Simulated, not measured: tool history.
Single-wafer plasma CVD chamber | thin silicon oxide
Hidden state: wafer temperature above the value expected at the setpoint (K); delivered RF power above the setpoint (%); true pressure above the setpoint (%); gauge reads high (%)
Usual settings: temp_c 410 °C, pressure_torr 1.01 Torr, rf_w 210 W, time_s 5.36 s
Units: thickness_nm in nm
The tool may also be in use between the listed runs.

run	hour	temp_c	pressure_torr	rf_w	time_s	wafers since the last listed run	hours since the last thermocouple change	hours since the last RF generator calibration	hours since the last manometer calibration	hours since the showerhead was replaced	hours since the gauge calibration	read-back reference wafer on the same gauge, thickness_nm	thickness_nm
1	0	410	1.01	210	5.36	0	1979.1	708.9	35.9	28.8	1665.4	11.05	10.359
2	54.9	410	1.01	210	5.36	1472	2034	763.8	90.8	83.7	1720.3	11.05	10.335
# hour 69.1: thermocouple changed; heater temperature recalibrated
# hour 74.7: gauge calibrated
3	96.1	410	1.01	210	5.36	890	27	805	132	124.9	21.4	10.921	10.218
4	166.4	410	1.01	210	5.36	1885	97.3	875.3	202.3	195.2	91.7	10.934	10.185
5	205.6	410	1.01	210	5.36	1051	136.5	914.5	241.5	234.4	130.9	10.951	10.231
6	254.5	418	0.82	210	5.36	1311	185.4	963.4	290.4	283.3	179.8	10.956	8.246
7	284.8	421	1.01	175	5.36	812	215.7	993.7	320.7	313.6	210.1	10.96	9.392
8	316.4	415	1.01	210	5.36	847	247.3	1025.3	352.3	345.2	241.7	10.966	10.209
9	386	410	1.01	210	5.88	1867	316.9	1094.9	421.9	414.8	311.3	10.985	11.246
10	427.1	410	1.01	230	5.36	1102	358	1136	463	455.9	352.4	11.002	10.634
11	454.6	398	1.01	195	4.63	737	385.5	1163.5	490.5	483.4	379.9	10.989	8.644
12	515.5	410	1.26	235	4.57	1633	446.4	1224.4	551.4	544.3	440.8	10.989	10.579
13	586.4	410	1.01	210	5.36	1901	517.3	1295.3	622.3	615.2	511.7	11.024	10.281
14	641.6	416	1.01	210	5.36	1480	572.5	1350.5	677.5	670.4	566.9	11.017	10.253
15	712.3	410	1.01	210	5.36	1896	643.2	1421.2	748.2	741.1	637.6	11.029	10.3
16	761.2	400	0.83	230	6.27	1311	692.1	1470.1	797.1	790	686.5	11.029	10.366
17	799.1	400	1.19	185	5.36	1016	730	1508	835	827.9	724.4	11.034	11.114
18	851.9	400	1.01	210	4.52	1416	782.8	1560.8	887.8	880.7	777.2	11.031	8.719
19	992.3	417	0.82	170	5.01	3766	923.2	1701.2	1028.2	1021.1	917.6	11.042	7.128
20	1056.7	410	1.01	210	5.36	1727	987.6	1765.6	1092.6	1085.5	982	11.04	10.295
# hour 1074.9: RF generator calibrated
21	1083.1	410	1.01	170	5.36	493	1014	8.2	1119	1111.9	1008.4	11.043	9.494
22	1133.7	410	1.01	230	4.92	1357	1064.6	58.8	1169.6	1162.5	1059	11.046	9.823
23	1181.9	396	0.9	210	4.41	1293	1112.8	107	1217.8	1210.7	1107.2	11.061	7.69
24	1242.1	410	1.01	210	4.58	1614	1173	167.2	1278	1270.9	1167.4	11.063	8.847
25	1292	410	1.01	210	5.36	1338	1222.9	217.1	1327.9	1320.8	1217.3	11.058	10.333
26	1326	410	1.01	190	5.36	912	1256.9	251.1	1361.9	1354.8	1251.3	11.063	9.898
27	1385	423	1.26	225	5.07	1582	1315.9	310.1	1420.9	1413.8	1310.3	11.061	11.504
28	1448.5	410	1.01	210	5.36	1703	1379.4	373.6	1484.4	1477.3	1373.8	11.062	10.318
29	1501.1	417	1.01	210	5.36	1411	1432	426.2	1537	1529.9	1426.4	11.06	10.316
# hour 1520: gauge calibrated
30	1557.1	423	1.01	175	5.36	1502	1488	482.2	1593	1585.9	37.1	10.914	9.382

How the hidden state differs across the entries between the runs, from the last listed run before each to the first after it:
Between runs 2 and 3: thermocouple changed; heater temperature recalibrated (hour 69.1); gauge calibrated (hour 74.7)
  gauge reads high (%): 1.44 -> 0.174
  measured less the result without the state, thickness_nm: +0.147 -> +0.018 nm
Between runs 20 and 21: RF generator calibrated (hour 1074.9)
  gauge reads high (%): 1.37 -> 1.38
  measured less the result without the state, thickness_nm: +0.139 -> +0.129 nm
Between runs 29 and 30: gauge calibrated (hour 1520)
  gauge reads high (%): 1.5 -> 0.149
  measured less the result without the state, thickness_nm: +0.152 -> +0.014 nm
